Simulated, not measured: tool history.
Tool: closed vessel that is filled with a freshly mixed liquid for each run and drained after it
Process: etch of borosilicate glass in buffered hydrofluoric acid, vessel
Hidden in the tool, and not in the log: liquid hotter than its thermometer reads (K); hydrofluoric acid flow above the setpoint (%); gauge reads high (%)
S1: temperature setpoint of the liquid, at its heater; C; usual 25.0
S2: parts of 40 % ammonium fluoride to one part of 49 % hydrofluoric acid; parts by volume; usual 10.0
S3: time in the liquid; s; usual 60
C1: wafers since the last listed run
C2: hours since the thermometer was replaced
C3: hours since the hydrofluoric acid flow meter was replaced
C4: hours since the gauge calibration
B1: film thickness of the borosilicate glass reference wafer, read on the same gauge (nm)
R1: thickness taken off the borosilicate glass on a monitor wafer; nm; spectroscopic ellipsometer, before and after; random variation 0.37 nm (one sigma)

{"run": 1, "hour": 0.0, "S1": 25.0, "S2": 10.0, "S3": 60, "C1": 0, "C2": 2320.1, "C3": 1412.7, "C4": 705.3, "B1": 59.98, "R1": 81.77}
{"run": 2, "hour": 61.4, "S1": 25.0, "S2": 10.0, "S3": 60, "C1": 6387, "C2": 2381.5, "C3": 1474.1, "C4": 766.7, "B1": 60.02, "R1": 82.05}
{"run": 3, "hour": 110.0, "S1": 25.0, "S2": 10.0, "S3": 60, "C1": 5055, "C2": 2430.1, "C3": 1522.7, "C4": 815.3, "B1": 59.98, "R1": 82.77}
{"run": 4, "hour": 197.8, "S1": 25.0, "S2": 10.0, "S3": 60, "C1": 9134, "C2": 2517.9, "C3": 1610.5, "C4": 903.1, "B1": 60.0, "R1": 83.09}
{"run": 5, "hour": 256.8, "S1": 25.0, "S2": 10.0, "S3": 60, "C1": 6137, "C2": 2576.9, "C3": 1669.5, "C4": 962.1, "B1": 60.0, "R1": 82.41}
{"run": 6, "hour": 325.3, "S1": 25.0, "S2": 10.0, "S3": 60, "C1": 7126, "C2": 2645.4, "C3": 1738.0, "C4": 1030.6, "B1": 60.02, "R1": 82.12}
{"run": 7, "hour": 385.8, "S1": 25.0, "S2": 10.0, "S3": 60, "C1": 6293, "C2": 2705.9, "C3": 1798.5, "C4": 1091.1, "B1": 60.0, "R1": 83.05}
{"run": 8, "hour": 461.2, "S1": 25.0, "S2": 10.0, "S3": 60, "C1": 7844, "C2": 2781.3, "C3": 1873.9, "C4": 1166.5, "B1": 59.98, "R1": 82.85}
{"run": 9, "hour": 552.0, "S1": 25.0, "S2": 10.0, "S3": 60, "C1": 9446, "C2": 2872.1, "C3": 1964.7, "C4": 1257.3, "B1": 60.01, "R1": 82.7}
{"hour": 576.2, "done": "thermometer replaced"}
{"hour": 577.0, "done": "hydrofluoric acid flow meter replaced"}
{"run": 10, "hour": 640.6, "S1": 21.5, "S2": 7.0, "S3": 30, "C1": 9026, "C2": 64.4, "C3": 63.6, "C4": 1345.9, "B1": 60.0, "R1": 45.03}
{"run": 11, "hour": 678.3, "S1": 25.0, "S2": 7.0, "S3": 60, "C1": 3922, "C2": 102.1, "C3": 101.3, "C4": 1383.6, "B1": 60.02, "R1": 108.74}
{"run": 12, "hour": 754.9, "S1": 20.0, "S2": 12.0, "S3": 75, "C1": 7968, "C2": 178.7, "C3": 177.9, "C4": 1460.2, "B1": 60.01, "R1": 61.21}
{"hour": 757.0, "done": "gauge calibrated"}
{"run": 13, "hour": 814.9, "S1": 25.0, "S2": 10.0, "S3": 60, "C1": 6241, "C2": 238.7, "C3": 237.9, "C4": 57.9, "B1": 59.99, "R1": 76.39}
{"run": 14, "hour": 857.0, "S1": 25.0, "S2": 10.0, "S3": 60, "C1": 4379, "C2": 280.8, "C3": 280.0, "C4": 100.0, "B1": 60.01, "R1": 76.49}
{"run": 15, "hour": 925.8, "S1": 25.0, "S2": 12.5, "S3": 60, "C1": 7157, "C2": 349.6, "C3": 348.8, "C4": 168.8, "B1": 59.98, "R1": 62.11}
{"run": 16, "hour": 1017.3, "S1": 27.0, "S2": 10.0, "S3": 60, "C1": 9518, "C2": 441.1, "C3": 440.3, "C4": 260.3, "B1": 60.02, "R1": 86.14}
{"run": 17, "hour": 1122.5, "S1": 25.0, "S2": 12.0, "S3": 45, "C1": 10944, "C2": 546.3, "C3": 545.5, "C4": 365.5, "B1": 59.99, "R1": 48.2}
{"run": 18, "hour": 1183.1, "S1": 25.0, "S2": 10.0, "S3": 60, "C1": 6304, "C2": 606.9, "C3": 606.1, "C4": 426.1, "B1": 59.97, "R1": 77.81}
{"run": 19, "hour": 1270.7, "S1": 22.0, "S2": 7.5, "S3": 60, "C1": 9113, "C2": 694.5, "C3": 693.7, "C4": 513.7, "B1": 60.0, "R1": 87.05}

5 ways to go on from here, each from the tool as it stands after run 19. What would each give?
{"run": "A", "hour": 1271.4, "S1": 25.0, "S2": 10.0, "S3": 60, "C1": 72, "C2": 695.2, "C3": 694.4, "C4": 514.4, "B1": "?", "R1": "?"}
{"run": "B", "hour": 1271.4, "S1": 28.5, "S2": 10.0, "S3": 40, "C1": 72, "C2": 695.2, "C3": 694.4, "C4": 514.4, "B1": "?", "R1": "?"}
{"run": "C", "hour": 1271.4, "S1": 26.5, "S2": 10.0, "S3": 60, "C1": 72, "C2": 695.2, "C3": 694.4, "C4": 514.4, "B1": "?", "R1": "?"}
{"run": "D", "hour": 1271.4, "S1": 27.5, "S2": 8.0, "S3": 45, "C1": 72, "C2": 695.2, "C3": 694.4, "C4": 514.4, "B1": "?", "R1": "?"}
{"run": "E", "hour": 1271.4, "S1": 23.0, "S2": 6.5, "S3": 60, "C1": 72, "C2": 695.2, "C3": 694.4, "C4": 514.4, "B1": "?", "R1": "?"}

run=A B1=60.01 R1=77.44
run=B B1=60.01 R1=62.04
run=C B1=60.01 R1=83.83
run=D B1=60.01 R1=80.69
run=E B1=60.01 R1=105.06
Without the tool's hidden state the same runs would have given:
run=A R1=75.98
run=B R1=60.89
run=C R1=82.25
run=D R1=79.19
run=E R1=103.06

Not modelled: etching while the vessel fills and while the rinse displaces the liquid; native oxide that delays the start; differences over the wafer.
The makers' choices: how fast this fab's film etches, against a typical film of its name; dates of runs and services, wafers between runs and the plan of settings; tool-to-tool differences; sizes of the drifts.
